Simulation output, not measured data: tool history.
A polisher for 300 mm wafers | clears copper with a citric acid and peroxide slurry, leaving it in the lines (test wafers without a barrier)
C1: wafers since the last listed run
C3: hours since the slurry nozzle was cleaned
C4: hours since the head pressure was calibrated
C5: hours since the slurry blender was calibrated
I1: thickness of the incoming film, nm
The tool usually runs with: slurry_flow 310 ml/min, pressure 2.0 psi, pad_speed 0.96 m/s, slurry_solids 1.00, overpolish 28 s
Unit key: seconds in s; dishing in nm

Run 1, hour 0.0: usual settings but slurry_solids 0.90, overpolish 21 s; C1 0; wafers polished on this pad 357; C3 327.6; C4 479.6; C5 71.8; I1 143.9. Result: seconds 118.1 s, dishing 14.9 nm.
Run 2, hour 83.9: usual settings but slurry_solids 0.90, overpolish 21 s; C1 763; wafers polished on this pad 1120; C3 411.5; C4 563.5; C5 155.7; I1 141.7. Result: seconds 117.6 s, dishing 15.5 nm.
Run 3, hour 107.9: usual settings but pressure 2.3 psi, slurry_solids 1.15; C1 218; wafers polished on this pad 1339; C3 435.5; C4 587.5; C5 179.7; I1 146.0. Result: seconds 98.8 s, dishing 21.0 nm.
Run 4, hour 132.9: usual settings but pressure 2.3 psi, slurry_solids 1.15; C1 227; wafers polished on this pad 1566; C3 460.5; C4 612.5; C5 204.7; I1 146.6. Result: seconds 101.2 s, dishing 21.2 nm.
Run 5, hour 165.6: usual settings but pressure 2.3 psi, slurry_solids 1.15; C1 297; wafers polished on this pad 1864; C3 493.2; C4 645.2; C5 237.4; I1 147.4. Result: seconds 100.3 s, dishing 20.8 nm.
At hour 188.7: slurry blender recalibrated.
Run 6, hour 197.8: usual settings but slurry_flow 370 ml/min; C1 274; wafers polished on this pad 2139; C3 525.4; C4 677.4; C5 9.1; I1 145.6. Result: seconds 111.9 s, dishing 18.8 nm.
At hour 209.7: worn pad replaced by a new one.
Run 7, hour 213.0: usual settings but slurry_flow 370 ml/min; C1 101; wafers polished on this pad 29; C3 540.6; C4 692.6; C5 24.3; I1 146.7. Result: seconds 116.8 s, dishing 20.0 nm.
At hour 244.8: slurry nozzle cleaned.
Run 8, hour 248.8: usual settings; C1 316; wafers polished on this pad 346; C3 4.0; C4 728.4; C5 60.1; I1 142.7. Result: seconds 113.3 s, dishing 18.9 nm.
Run 9, hour 278.6: usual settings; C1 271; wafers polished on this pad 617; C3 33.8; C4 758.2; C5 89.9; I1 144.7. Result: seconds 111.9 s, dishing 19.0 nm.
Run 10, hour 306.8: usual settings but slurry_solids 1.25; C1 256; wafers polished on this pad 874; C3 62.0; C4 786.4; C5 118.1; I1 146.0. Result: seconds 108.1 s, dishing 20.1 nm.
Run 11, hour 326.7: usual settings but slurry_solids 0.90; C1 181; wafers polished on this pad 1055; C3 81.9; C4 806.3; C5 138.0; I1 144.6. Result: seconds 120.9 s, dishing 20.0 nm.
Run 12, hour 340.9: usual settings; C1 129; wafers polished on this pad 1184; C3 96.1; C4 820.5; C5 152.2; I1 144.9. Result: seconds 115.0 s, dishing 19.7 nm.
At hour 367.8: head pressure recalibrated.
Run 13, hour 368.8: usual settings but pressure 1.4 psi; C1 235; wafers polished on this pad 1420; C3 124.0; C4 1.0; C5 180.1; I1 144.5. Result: seconds 135.5 s, dishing 17.0 nm.
Run 14, hour 389.6: usual settings but slurry_flow 270 ml/min, pad_speed 0.78 m/s, slurry_solids 0.85, overpolish 17 s; C1 189; wafers polished on this pad 1609; C3 144.8; C4 21.8; C5 200.9; I1 146.8. Result: seconds 139.8 s, dishing 11.5 nm.
Run 15, hour 404.4: usual settings but pressure 2.5 psi, pad_speed 1.14 m/s, slurry_solids 0.75, overpolish 45 s; C1 134; wafers polished on this pad 1744; C3 159.6; C4 36.6; C5 215.7; I1 145.9. Result: seconds 81.1 s, dishing 28.8 nm.
Run 16, hour 424.0: usual settings; C1 178; wafers polished on this pad 1922; C3 179.2; C4 56.2; C5 235.3; I1 146.6. Result: seconds 108.8 s, dishing 19.5 nm.
At hour 431.9: slurry blender recalibrated.
Run 17, hour 456.0: usual settings but slurry_flow 375 ml/min, pressure 1.8 psi, pad_speed 1.12 m/s, overpolish 42 s; C1 272; wafers polished on this pad 2195; C3 211.2; C4 88.2; C5 24.1; I1 142.4. Result: seconds 96.6 s, dishing 25.0 nm.
At hour 469.8: worn pad replaced by a new one.
Run 18, hour 487.2: usual settings but pressure 1.4 psi, pad_speed 1.24 m/s, slurry_solids 1.15, overpolish 41 s; C1 247; wafers polished on this pad 158; C3 242.4; C4 119.4; C5 55.3; I1 142.9. Result: seconds 98.7 s, dishing 23.9 nm.
Run 19, hour 521.2: usual settings but slurry_solids 0.75, overpolish 42 s; C1 309; wafers polished on this pad 467; C3 276.4; C4 153.4; C5 89.3; I1 145.9. Result: seconds 116.6 s, dishing 24.1 nm.
Run 20, hour 556.6: usual settings but slurry_flow 205 ml/min, pressure 2.5 psi, slurry_solids 1.30; C1 322; wafers polished on this pad 789; C3 311.8; C4 188.8; C5 124.7; I1 143.8. Result: seconds 86.4 s, dishing 21.8 nm.
Run 21, hour 590.6: usual settings; C1 309; wafers polished on this pad 1099; C3 345.8; C4 222.8; C5 158.7; I1 142.9. Result: seconds 104.6 s, dishing 20.1 nm.
At hour 667.1: head pressure recalibrated, repeated, since the last time left the tool worse.
At hour 679.2: worn pad replaced by a new one.
Run 22, hour 680.0: usual settings but slurry_flow 215 ml/min, overpolish 32 s; C1 758; wafers polished on this pad 7; C3 435.2; C4 12.9; C5 248.1; I1 143.0. Result: seconds 122.7 s, dishing 20.5 nm.
At hour 688.6: slurry blender recalibrated.
Run 23, hour 713.6: usual settings but slurry_flow 355 ml/min; C1 287; wafers polished on this pad 294; C3 468.8; C4 46.5; C5 25.0; I1 146.9. Result: seconds 117.5 s, dishing 18.1 nm.
Run 24, hour 790.2: usual settings but slurry_solids 0.80, overpolish 33 s; C1 697; wafers polished on this pad 991; C3 545.4; C4 123.1; C5 101.6; I1 146.1. Result: seconds 125.3 s, dishing 19.4 nm.
At hour 792.9: slurry nozzle cleaned.
Run 25, hour 807.7: usual settings but slurry_flow 245 ml/min, slurry_solids 0.90, overpolish 36 s; C1 150; wafers polished on this pad 1142; C3 14.8; C4 140.6; C5 119.1; I1 145.2. Result: seconds 124.2 s, dishing 21.0 nm.
Run 26, hour 822.2: usual settings; C1 131; wafers polished on this pad 1274; C3 29.3; C4 155.1; C5 133.6; I1 147.5. Result: seconds 119.5 s, dishing 18.5 nm.
Run 27, hour 854.3: usual settings but pressure 1.3 psi, pad_speed 1.10 m/s, overpolish 33 s; C1 292; wafers polished on this pad 1566; C3 61.4; C4 187.2; C5 165.7; I1 144.4. Result: seconds 138.5 s, dishing 17.7 nm.

State the hidden condition of the tool at each of the runs:
removal rate lost through wear of the pad, %: 0, the same for each run
slurry flow missing at the pad, %: 0, the same for each run
abrasive missing from the slurry, %: 0, the same for each run
H1: deviation of the head's pressure from its setpoint, %
run      H1
  1    3.09
  2       4
  3    4.28
  4    4.59
  5    5.02
  6    5.46
  7    5.68
  8    6.21
  9    6.67
 10    7.12
 11    7.45
 12    7.69
 13    14.7
 14    14.7
 15    14.7
 16    14.7
 17    14.8
 18    14.8
 19    14.9
 20    15.1
 21    15.2
 22   0.047
 23  0.0678
 24   0.203
 25   0.251
 26   0.295
 27    0.41
